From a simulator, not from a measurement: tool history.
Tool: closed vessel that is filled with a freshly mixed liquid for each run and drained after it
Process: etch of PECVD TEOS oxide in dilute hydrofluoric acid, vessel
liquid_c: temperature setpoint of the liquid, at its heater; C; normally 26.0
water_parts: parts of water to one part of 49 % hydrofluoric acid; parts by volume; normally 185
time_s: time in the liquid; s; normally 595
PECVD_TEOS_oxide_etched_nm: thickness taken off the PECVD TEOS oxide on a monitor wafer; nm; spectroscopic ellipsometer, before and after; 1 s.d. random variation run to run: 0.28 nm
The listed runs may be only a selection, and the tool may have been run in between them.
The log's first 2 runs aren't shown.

| run | day | liquid_c | water_parts | time_s | read-back film thickness of the PECVD TEOS oxide reference wafer, read on the same gauge (nm) | PECVD_TEOS_oxide_etched_nm |
|---|---|---|---|---|---|---|
| 3 | 8.621 | 26.0 | 185 | 365 | 90.03 | 26.92 |
| 4 | 10.988 | 26.0 | 185 | 365 | 90.01 | 26.87 |
| 5 | 12.558 | 26.0 | 185 | 595 | 90.01 | 43.86 |
| 6 | 15.879 | 26.0 | 185 | 595 | 89.98 | 42.86 |
| 7 | 18.129 | 26.0 | 185 | 595 | 89.98 | 43.50 |
| 8 | 21.267 | 26.0 | 185 | 440 | 89.99 | 31.56 |
|  | 21.929 | thermometer replaced |
| 9 | 24.121 | 26.0 | 185 | 440 | 89.99 | 33.16 |
| 10 | 26.971 | 26.0 | 185 | 595 | 90.00 | 44.12 |
| 11 | 28.608 | 26.0 | 185 | 595 | 90.00 | 44.22 |
| 12 | 30.950 | 26.0 | 185 | 595 | 89.96 | 44.68 |
| 13 | 33.633 | 26.0 | 185 | 595 | 89.98 | 44.20 |
| 14 | 36.742 | 26.0 | 185 | 595 | 89.99 | 43.94 |
|  | 37.062 | hydrofluoric acid flow meter replaced |
| 15 | 39.025 | 26.0 | 185 | 595 | 89.98 | 43.88 |
|  | 42.092 | gauge calibrated |
| 16 | 43.312 | 26.0 | 185 | 595 | 90.01 | 43.42 |
| 17 | 46.654 | 24.5 | 185 | 595 | 90.01 | 40.61 |
| 18 | 50.300 | 26.0 | 240 | 595 | 90.00 | 31.48 |
|  | 51.000 | thermometer replaced |
| 19 | 51.925 | 26.0 | 185 | 595 | 90.00 | 45.30 |
| 20 | 55.788 | 26.0 | 185 | 725 | 89.97 | 54.37 |

The next listed run, before its measurement:
| 21 | 58.729 | 26.0 | 185 | 595 | ? | ? |

{"run 21": {"read-back film thickness of the PECVD TEOS oxide reference wafer, read on the same gauge (nm)": 90.03, "PECVD_TEOS_oxide_etched_nm": 43.99}}
With no hidden state in the tool, this same run would have given PECVD_TEOS_oxide_etched_nm 44.72 nm.
